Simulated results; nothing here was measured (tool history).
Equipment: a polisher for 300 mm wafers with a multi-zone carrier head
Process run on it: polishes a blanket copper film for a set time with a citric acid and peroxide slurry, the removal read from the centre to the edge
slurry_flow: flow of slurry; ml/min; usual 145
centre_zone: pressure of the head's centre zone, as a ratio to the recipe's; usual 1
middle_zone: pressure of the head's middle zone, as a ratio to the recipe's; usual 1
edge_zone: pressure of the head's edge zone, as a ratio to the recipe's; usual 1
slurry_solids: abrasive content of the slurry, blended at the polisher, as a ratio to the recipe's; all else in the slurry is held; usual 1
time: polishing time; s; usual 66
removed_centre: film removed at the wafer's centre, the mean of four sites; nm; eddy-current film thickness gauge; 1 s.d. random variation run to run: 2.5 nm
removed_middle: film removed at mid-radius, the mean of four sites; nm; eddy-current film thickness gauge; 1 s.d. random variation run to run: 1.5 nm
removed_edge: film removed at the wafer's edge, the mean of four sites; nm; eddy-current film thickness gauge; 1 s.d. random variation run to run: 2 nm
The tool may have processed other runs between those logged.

run,hour,slurry_flow,centre_zone,middle_zone,edge_zone,slurry_solids,time,"incoming thickness of the incoming film, nm",removed_centre,removed_middle,removed_edge
1,0,145,0.91,1,1,1,66,474.6,161.8,189.1,182.7
2,57.3,145,1.05,1,1,0.9,66,483.2,192.1,185.8,179.5
3,165.1,145,1,1,1,1,66,482.8,181.6,185.5,181.4
# hour 213.8: slurry nozzle cleaned
4,214.3,145,1,1,1,1,85,478.7,232.6,240.4,238
5,257.6,145,1,0.93,1,1,66,483.4,182.9,179.3,184.6
6,356.9,145,1,1,1,1,85,488.7,228.6,241.1,234.4
# hour 362.9: centre zone pressure recalibrated
# hour 434.8: worn pad replaced by a new one
# hour 435.1: edge zone pressure recalibrated
7,451.8,145,1.09,1,1,1,66,477.5,198.1,188.7,184.2
8,494.4,145,1.09,1,1,0.75,66,476.6,182.8,177.4,171.9
9,550.6,145,1.08,1,1,1,66,481.7,193.9,188.4,182.9
10,620.1,145,1,1,1,0.8,45,485.2,116.6,121.2,118.4
11,679.1,185,1,1,1,1,66,480.2,190,194.8,190.5
12,758,145,1,1,1,1,66,474.7,180.8,189,183.3
13,804,145,1,1,1,1,66,471.3,174.8,186.3,185.5
# hour 846.6: slurry nozzle cleaned
14,882.2,145,1.04,1,0.92,1,46,475.8,133.5,129.4,123.5
15,969.1,145,0.95,0.89,1.06,1,54,469.3,141,142.2,154.9
# hour 990.5: worn pad replaced by a new one
16,1015.1,145,1,1,0.92,1,66,481.4,180,186.6,181.8
# hour 1072.5: edge zone pressure recalibrated
17,1120.1,145,1,1,1,1,66,473.5,184.4,187.9,186.8
18,1179.8,145,1,1,1,1,66,480.1,176.6,186.9,185.6
19,1225.7,145,1,1,1,1,66,479.2,177.6,186.8,187.6
20,1323.7,170,1,1.1,1,0.85,66,477.8,178.6,199.9,182.3

Predict each of these 5 candidate next runs independently; none follows another, all start after run 20:
A,1324.1,145,1,1,1,1,66,480.3,?,?,?
B,1324.1,145,1,1,1.11,1,66,480.3,?,?,?
C,1324.1,145,1,1,1.07,1,46,480.3,?,?,?
D,1324.1,145,1.07,1,1,1,66,480.3,?,?,?
E,1324.1,145,1,1.04,1,1.2,66,480.3,?,?,?

run,removed_centre,removed_middle,removed_edge
A,176.1,185.5,184
B,176.1,185.5,193.8
C,122.7,129.3,132.6
D,188.5,185.5,184
E,182.8,197.6,190.9
Stripped of hidden state, with their random variation kept, the same runs would have yielded:
run,removed_centre,removed_middle,removed_edge
A,176.1,185.5,184
B,176.1,185.5,193.8
C,122.7,129.3,132.6
D,188.5,185.5,184
E,182.8,197.6,190.9
